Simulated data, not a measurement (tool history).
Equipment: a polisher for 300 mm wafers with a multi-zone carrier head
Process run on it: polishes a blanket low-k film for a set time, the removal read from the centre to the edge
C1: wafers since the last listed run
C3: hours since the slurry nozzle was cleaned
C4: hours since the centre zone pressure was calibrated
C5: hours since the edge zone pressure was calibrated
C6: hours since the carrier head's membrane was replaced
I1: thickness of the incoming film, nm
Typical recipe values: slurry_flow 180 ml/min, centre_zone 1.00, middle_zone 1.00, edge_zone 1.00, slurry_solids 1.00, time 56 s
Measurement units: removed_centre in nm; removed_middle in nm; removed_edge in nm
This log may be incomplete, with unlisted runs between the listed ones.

Run 1, day 0.000: usual settings; C1 0; wafers polished on this pad 780; C3 721.1; C4 301.9; C5 393.3; C6 298.1; I1 480.1. Result: removed_centre 19.6 nm, removed_middle 19.4 nm, removed_edge 19.6 nm.
At day 0.929: slurry nozzle cleaned.
Run 2, day 4.162: usual settings; C1 728; wafers polished on this pad 1509; C3 77.6; C4 401.8; C5 493.2; C6 398.0; I1 480.6. Result: removed_centre 18.9 nm, removed_middle 19.1 nm, removed_edge 18.8 nm.
Run 3, day 6.650: usual settings; C1 439; wafers polished on this pad 1948; C3 137.3; C4 461.5; C5 552.9; C6 457.7; I1 484.0. Result: removed_centre 18.5 nm, removed_middle 19.0 nm, removed_edge 19.0 nm.
At day 8.275: worn pad replaced by a new one.
At day 8.858: edge zone pressure recalibrated.
Run 4, day 10.412: usual settings; C1 620; wafers polished on this pad 362; C3 227.6; C4 551.8; C5 37.3; C6 548.0; I1 480.4. Result: removed_centre 21.1 nm, removed_middle 20.5 nm, removed_edge 20.3 nm.
Run 5, day 14.038: usual settings; C1 640; wafers polished on this pad 1003; C3 314.6; C4 638.8; C5 124.3; C6 635.0; I1 479.2. Result: removed_centre 19.9 nm, removed_middle 19.0 nm, removed_edge 19.2 nm.
Run 6, day 15.554: usual settings; C1 268; wafers polished on this pad 1271; C3 351.0; C4 675.2; C5 160.7; C6 671.4; I1 473.2. Result: removed_centre 19.6 nm, removed_middle 18.7 nm, removed_edge 18.8 nm.
At day 19.704: carrier head's membrane replaced by a new one.
Run 7, day 19.725: usual settings; C1 700; wafers polished on this pad 1971; C3 451.1; C4 775.3; C5 260.8; C6 0.5; I1 478.4. Result: removed_centre 18.9 nm, removed_middle 18.7 nm, removed_edge 18.9 nm.
At day 22.221: worn pad replaced by a new one, of another model than before.
Run 8, day 22.379: usual settings but middle_zone 0.95; C1 439; wafers polished on this pad 28; C3 514.8; C4 839.0; C5 324.5; C6 64.2; I1 482.8. Result: removed_centre 21.9 nm, removed_middle 21.7 nm, removed_edge 22.0 nm.
Run 9, day 26.417: usual settings but middle_zone 0.95; C1 713; wafers polished on this pad 741; C3 611.7; C4 935.9; C5 421.4; C6 161.1; I1 478.3. Result: removed_centre 20.2 nm, removed_middle 19.6 nm, removed_edge 20.2 nm.
At day 28.842: slurry nozzle cleaned.
Run 10, day 29.167: usual settings but middle_zone 0.95; C1 478; wafers polished on this pad 1220; C3 7.8; C4 1001.9; C5 487.4; C6 227.1; I1 485.5. Result: removed_centre 19.4 nm, removed_middle 19.2 nm, removed_edge 19.4 nm.
Run 11, day 33.592: usual settings but middle_zone 0.94, slurry_solids 0.75; C1 781; wafers polished on this pad 2002; C3 114.0; C4 1108.1; C5 593.6; C6 333.3; I1 473.3. Result: removed_centre 16.2 nm, removed_middle 15.1 nm, removed_edge 15.8 nm.
At day 35.329: edge zone pressure recalibrated.
At day 36.362: worn pad replaced by a new one.
Run 12, day 36.842: usual settings but centre_zone 1.04; C1 530; wafers polished on this pad 84; C3 192.0; C4 1186.1; C5 36.3; C6 411.3; I1 471.2. Result: removed_centre 22.4 nm, removed_middle 22.0 nm, removed_edge 21.5 nm.
Run 13, day 40.475: usual settings; C1 642; wafers polished on this pad 726; C3 279.2; C4 1273.3; C5 123.5; C6 498.5; I1 480.9. Result: removed_centre 19.7 nm, removed_middle 19.9 nm, removed_edge 20.2 nm.
Run 14, day 44.408: usual settings but middle_zone 0.89, edge_zone 1.07, time 74 s; C1 695; wafers polished on this pad 1421; C3 373.6; C4 1367.7; C5 217.9; C6 592.9; I1 479.5. Result: removed_centre 25.8 nm, removed_middle 23.4 nm, removed_edge 26.3 nm.
Run 15, day 46.550: usual settings but slurry_flow 135 ml/min, middle_zone 1.03, edge_zone 1.09, slurry_solids 1.25; C1 378; wafers polished on this pad 1800; C3 425.0; C4 1419.1; C5 269.3; C6 644.3; I1 481.1. Result: removed_centre 20.9 nm, removed_middle 20.9 nm, removed_edge 21.5 nm.
At day 47.688: worn pad replaced by a new one.
At day 48.679: centre zone pressure recalibrated.
Run 16, day 49.467: usual settings but slurry_flow 200 ml/min, centre_zone 0.88, middle_zone 1.09, time 72 s; C1 471; wafers polished on this pad 299; C3 495.0; C4 18.9; C5 339.3; C6 714.3; I1 487.1. Result: removed_centre 23.1 nm, removed_middle 27.8 nm, removed_edge 26.6 nm.
At day 50.788: carrier head's membrane replaced by a new one.
Run 17, day 52.983: usual settings; C1 584; wafers polished on this pad 884; C3 579.4; C4 103.3; C5 423.7; C6 52.7; I1 480.2. Result: removed_centre 19.3 nm, removed_middle 19.1 nm, removed_edge 19.4 nm.
At day 53.625: slurry nozzle cleaned.
Run 18, day 55.404: usual settings but time 37 s; C1 420; wafers polished on this pad 1304; C3 42.7; C4 161.4; C5 481.8; C6 110.8; I1 476.7. Result: removed_centre 12.5 nm, removed_middle 12.5 nm, removed_edge 12.1 nm.
Run 19, day 57.179: usual settings but slurry_flow 155 ml/min, centre_zone 0.90, edge_zone 1.07, time 50 s; C1 313; wafers polished on this pad 1618; C3 85.3; C4 204.0; C5 524.4; C6 153.4; I1 483.9. Result: removed_centre 14.6 nm, removed_middle 16.3 nm, removed_edge 17.0 nm.
At day 58.733: edge zone pressure recalibrated.
Run 20, day 59.925: usual settings but slurry_flow 140 ml/min, edge_zone 0.89, slurry_solids 1.15; C1 470; wafers polished on this pad 2088; C3 151.2; C4 269.9; C5 28.6; C6 219.3; I1 476.4. Result: removed_centre 19.5 nm, removed_middle 19.7 nm, removed_edge 18.5 nm.
At day 61.596: worn pad replaced by a new one.
Run 21, day 62.896: usual settings but slurry_flow 225 ml/min, middle_zone 1.04, slurry_solids 0.85; C1 495; wafers polished on this pad 229; C3 222.5; C4 341.2; C5 99.9; C6 290.6; I1 475.2. Result: removed_centre 19.2 nm, removed_middle 20.3 nm, removed_edge 19.6 nm.

What was the tool's hidden state at every run in the log?
slurry flow missing at the pad, %: 0 on each run
deviation of the centre zone's pressure from its setpoint, %: 0 on each run
deviation of the edge zone's pressure from its setpoint, %: 0 on each run
H1: removal rate lost through wear of the pad, %
run     H1
  1     11
  2   14.2
  3     15
  4   7.23
  5   12.3
  6   13.4
  7   15.1
  8  0.605
  9    9.3
 10   11.9
 11   13.7
 12   1.77
 13   9.32
 14   12.7
 15   13.5
 16   7.41
 17   12.8
 18   14.7
 19   15.5
 20   16.2
 21   4.13

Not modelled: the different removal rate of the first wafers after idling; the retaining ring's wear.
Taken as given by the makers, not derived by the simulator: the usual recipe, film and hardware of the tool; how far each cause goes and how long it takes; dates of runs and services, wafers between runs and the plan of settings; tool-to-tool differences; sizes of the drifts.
